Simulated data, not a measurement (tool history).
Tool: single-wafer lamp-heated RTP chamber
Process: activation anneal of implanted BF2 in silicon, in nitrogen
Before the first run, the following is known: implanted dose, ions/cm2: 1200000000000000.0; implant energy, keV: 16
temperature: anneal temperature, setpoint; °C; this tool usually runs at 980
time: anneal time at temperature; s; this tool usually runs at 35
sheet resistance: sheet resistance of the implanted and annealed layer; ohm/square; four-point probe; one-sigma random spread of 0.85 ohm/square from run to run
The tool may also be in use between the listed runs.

| run | hour | temperature | time | wafers since the last listed run | wafers since the last pyrometer calibration | wafers since the reflector plate was cleaned | hours since the gauge calibration | read-back reference wafer on the same gauge, sheet resistance | sheet resistance |
|---|---|---|---|---|---|---|---|---|---|
| 1 | 0 | 980 | 49 | 0 | 1370 | 9254 | 1408.2 | 249.09 | 199.2 |
| 2 | 60.1 | 980 | 49 | 860 | 2231 | 10115 | 1468.3 | 249.14 | 198.21 |
| 3 | 85.7 | 963 | 35 | 366 | 2597 | 10482 | 1493.9 | 249.37 | 249.71 |
| 4 | 128.7 | 963 | 35 | 615 | 3213 | 11098 | 1536.9 | 248.74 | 250.06 |
| 5 | 164.6 | 963 | 35 | 514 | 3728 | 11612 | 1572.8 | 249.03 | 247.68 |
|  | 257.8 | reflector plate cleaned |
|  | 332.9 | pyrometer window cleaned and pyrometer calibrated |
| 6 | 344.3 | 980 | 35 | 2344 | 163 | 1124 | 1752.5 | 248.95 | 220.93 |
| 7 | 381.5 | 980 | 35 | 532 | 696 | 1657 | 1789.7 | 249.02 | 217.3 |
| 8 | 409.1 | 980 | 35 | 395 | 1092 | 2052 | 1817.3 | 249.05 | 215.64 |
| 9 | 447.8 | 990 | 35 | 554 | 1646 | 2607 | 1856 | 249 | 196.2 |
| 10 | 504 | 990 | 35 | 805 | 2451 | 3412 | 1912.2 | 248.83 | 194.32 |
| 11 | 551.5 | 990 | 35 | 680 | 3131 | 4092 | 1959.7 | 249.33 | 193.79 |
| 12 | 604 | 992 | 35 | 752 | 3883 | 4844 | 2012.2 | 248.76 | 188.26 |
| 13 | 645.9 | 992 | 35 | 600 | 4484 | 5444 | 2054.1 | 249.13 | 188.55 |
| 14 | 695.2 | 980 | 35 | 706 | 5190 | 6150 | 2103.4 | 249.29 | 210.89 |
| 15 | 756.5 | 980 | 50 | 878 | 6068 | 7028 | 2164.7 | 248.76 | 195 |
| 16 | 783.9 | 970 | 18 | 392 | 6460 | 7421 | 2192.1 | 249.01 | 256.21 |
| 17 | 811.3 | 1008 | 35 | 392 | 6853 | 7813 | 2219.5 | 248.8 | 161.57 |
| 18 | 855.3 | 990 | 53 | 630 | 7483 | 8444 | 2263.5 | 249.12 | 175.24 |
|  | 882.5 | pyrometer window cleaned and pyrometer calibrated |
|  | 884.7 | gauge calibrated |
| 19 | 924.3 | 980 | 25 | 873 | 599 | 9317 | 39.6 | 249 | 228.41 |
| 20 | 949.7 | 956 | 43 | 363 | 963 | 9681 | 65 | 248.88 | 258.2 |
| 21 | 993.9 | 980 | 35 | 633 | 1596 | 10314 | 109.2 | 248.7 | 214.87 |
| 22 | 1047.5 | 1009 | 14 | 767 | 2364 | 11082 | 162.8 | 248.69 | 197.99 |
| 23 | 1077.7 | 980 | 35 | 432 | 2796 | 11515 | 193 | 249.04 | 211.88 |
| 24 | 1107.7 | 1000 | 18 | 429 | 3226 | 11945 | 223 | 248.75 | 198.93 |
| 25 | 1135.8 | 980 | 35 | 402 | 3628 | 12347 | 251.1 | 248.66 | 210.91 |
| 26 | 1183.3 | 996 | 48 | 680 | 4309 | 13027 | 298.6 | 249.02 | 169.77 |
|  | 1240.5 | reflector plate cleaned |
| 27 | 1241 | 999 | 22 | 711 | 5021 | 6 | 356.3 | 249.39 | 193.14 |
| 28 | 1275.4 | 1006 | 35 | 492 | 5514 | 499 | 390.7 | 249.05 | 164.44 |
| 29 | 1347.3 | 1004 | 51 | 1029 | 6543 | 1529 | 462.6 | 249.06 | 155.68 |
| 30 | 1392 | 994 | 43 | 640 | 7184 | 2169 | 507.3 | 249.39 | 174.72 |
|  | 1414.3 | pyrometer window cleaned and pyrometer calibrated |
| 31 | 1484.2 | 990 | 35 | 1206 | 1001 | 3375 | 599.5 | 249.03 | 196.06 |
| 32 | 1524.4 | 980 | 35 | 575 | 1577 | 3951 | 639.7 | 248.93 | 214.68 |
| 33 | 1574.3 | 1003 | 54 | 714 | 2292 | 4666 | 689.6 | 249.02 | 158.5 |
| 34 | 1642.9 | 980 | 35 | 982 | 3274 | 5648 | 758.2 | 248.97 | 212.44 |
| 35 | 1691.2 | 980 | 35 | 691 | 3966 | 6340 | 806.5 | 249.19 | 210.96 |
| 36 | 1716.2 | 980 | 35 | 358 | 4324 | 6698 | 831.5 | 249.27 | 212.21 |
| 37 | 1749.7 | 1010 | 35 | 479 | 4804 | 7178 | 865 | 248.91 | 161.09 |

The same runs without the tool's hidden state, with the same run-to-run variation:
Hidden state at play: true wafer temperature minus pyrometer reading, K; wafer temperature error from the tarnished reflector plate, K; gauge reads high (%).
| run | sheet resistance |
|---|---|
| 1 | 204.47 |
| 2 | 205.16 |
| 3 | 258.26 |
| 4 | 259.49 |
| 5 | 257.6 |
| 6 | 221.83 |
| 7 | 220.13 |
| 8 | 219.63 |
| 9 | 201.22 |
| 10 | 200.68 |
| 11 | 200.97 |
| 12 | 195.92 |
| 13 | 196.62 |
| 14 | 220.05 |
| 15 | 204.23 |
| 16 | 265.97 |
| 17 | 168.15 |
| 18 | 183.15 |
| 19 | 232.3 |
| 20 | 264.17 |
| 21 | 221.56 |
| 22 | 204.15 |
| 23 | 220.56 |
| 24 | 206.69 |
| 25 | 220.48 |
| 26 | 177.49 |
| 27 | 202.36 |
| 28 | 172.12 |
| 29 | 162.51 |
| 30 | 184.02 |
| 31 | 200.08 |
| 32 | 220.41 |
| 33 | 162.84 |
| 34 | 220.82 |
| 35 | 219.92 |
| 36 | 221.49 |
| 37 | 167.27 |
